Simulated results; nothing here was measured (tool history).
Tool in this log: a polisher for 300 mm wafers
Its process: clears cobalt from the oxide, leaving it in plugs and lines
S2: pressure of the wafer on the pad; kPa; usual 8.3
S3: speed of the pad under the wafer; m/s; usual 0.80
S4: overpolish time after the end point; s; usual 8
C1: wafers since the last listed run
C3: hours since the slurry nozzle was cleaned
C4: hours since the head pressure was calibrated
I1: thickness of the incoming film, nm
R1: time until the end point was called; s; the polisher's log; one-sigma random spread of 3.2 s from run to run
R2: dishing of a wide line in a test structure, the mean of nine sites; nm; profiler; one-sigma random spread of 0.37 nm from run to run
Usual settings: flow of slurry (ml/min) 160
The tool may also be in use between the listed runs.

Run 1, day 0.000: usual settings but S3 0.60 m/s, S4 5 s; C1 0; wafers polished on this pad 273; C3 265.1; C4 288.3; I1 395.7. Result: R1 207.6 s, R2 8.6 nm.
Run 2, day 0.333: usual settings but S3 0.60 m/s, S4 5 s; C1 65; wafers polished on this pad 338; C3 273.1; C4 296.3; I1 402.8. Result: R1 217.6 s, R2 8.9 nm.
Run 3, day 1.592: usual settings; C1 246; wafers polished on this pad 584; C3 303.3; C4 326.5; I1 400.4. Result: R1 171.5 s, R2 15.8 nm.
Run 4, day 2.317: usual settings but S2 9.0 kPa; C1 141; wafers polished on this pad 726; C3 320.7; C4 343.9; I1 400.6. Result: R1 164.2 s, R2 17.8 nm.
Run 5, day 2.888: usual settings but S2 9.0 kPa; C1 111; wafers polished on this pad 838; C3 334.4; C4 357.6; I1 399.7. Result: R1 164.6 s, R2 17.1 nm.
Run 6, day 3.158: usual settings; C1 52; wafers polished on this pad 891; C3 340.9; C4 364.1; I1 403.7. Result: R1 176.2 s, R2 16.3 nm.
Run 7, day 3.854: usual settings but S2 7.6 kPa, S3 0.88 m/s; C1 136; wafers polished on this pad 1027; C3 357.6; C4 380.8; I1 400.0. Result: R1 171.6 s, R2 16.1 nm.
At day 4.917: worn pad replaced by a new one.
Run 8, day 5.400: usual settings but S2 7.6 kPa, S3 0.88 m/s; C1 269; wafers polished on this pad 94; C3 394.7; C4 417.9; I1 395.8. Result: R1 188.8 s, R2 14.9 nm.
At day 6.054: slurry nozzle cleaned.
At day 6.092: worn pad replaced by a new one, repeated, since the last time left the tool worse.
Run 9, day 6.112: usual settings; C1 124; wafers polished on this pad 4; C3 1.4; C4 435.0; I1 402.0. Result: R1 166.8 s, R2 16.9 nm.
At day 6.200: head pressure recalibrated.
Run 10, day 6.533: usual settings but S2 6.2 kPa, S3 1.00 m/s; C1 66; wafers polished on this pad 70; C3 11.5; C4 8.0; I1 403.5. Result: R1 190.1 s, R2 15.6 nm.
Run 11, day 6.933: usual settings but S2 10.3 kPa, S4 4 s; C1 78; wafers polished on this pad 148; C3 21.1; C4 17.6; I1 402.5. Result: R1 132.4 s, R2 11.5 nm.
Run 12, day 7.579: usual settings but S2 9.0 kPa, S3 0.70 m/s, S4 10 s; C1 126; wafers polished on this pad 274; C3 36.6; C4 33.1; I1 395.7. Result: R1 169.2 s, R2 19.7 nm.
Run 13, day 8.000: usual settings but S2 10.3 kPa, S4 4 s; C1 82; wafers polished on this pad 357; C3 46.7; C4 43.2; I1 404.3. Result: R1 135.9 s, R2 10.4 nm.
Run 14, day 8.412: usual settings but S2 9.7 kPa, S4 13 s; C1 80; wafers polished on this pad 437; C3 56.6; C4 53.1; I1 395.6. Result: R1 144.9 s, R2 27.7 nm.
Run 15, day 8.783: usual settings but S2 9.7 kPa, S4 4 s; C1 72; wafers polished on this pad 510; C3 65.5; C4 62.0; I1 397.9. Result: R1 150.4 s, R2 10.2 nm.
Run 16, day 9.492: usual settings but flow of slurry (ml/min) 190; C1 138; wafers polished on this pad 648; C3 82.5; C4 79.0; I1 404.8. Result: R1 174.7 s, R2 16.3 nm.

3 ways to go on from here, each from the tool as it stands after run 16. What would each give?
Run A, day 9.512: usual settings but S3 0.62 m/s; C1 4; wafers polished on this pad 653; C3 83.0; C4 79.5; I1 404.9. Result: R1 ?, R2 ?.
Run B, day 9.512: usual settings but flow of slurry (ml/min) 125, S2 6.2 kPa, S3 0.62 m/s, S4 12 s; C1 4; wafers polished on this pad 653; C3 83.0; C4 79.5; I1 404.9. Result: R1 ?, R2 ?.
Run C, day 9.512: usual settings but S2 11.0 kPa, S3 0.56 m/s, S4 5 s; C1 4; wafers polished on this pad 653; C3 83.0; C4 79.5; I1 404.9. Result: R1 ?, R2 ?.

run     R1    R2
  A  215.1  13.5
  B  301.7  14.3
  C  174.0  10.7
Without the tool's unlogged condition, the same runs would have read:
run     R1    R2
  A  203.0  14.2
  B  284.8  15.1
  C  164.3  11.2

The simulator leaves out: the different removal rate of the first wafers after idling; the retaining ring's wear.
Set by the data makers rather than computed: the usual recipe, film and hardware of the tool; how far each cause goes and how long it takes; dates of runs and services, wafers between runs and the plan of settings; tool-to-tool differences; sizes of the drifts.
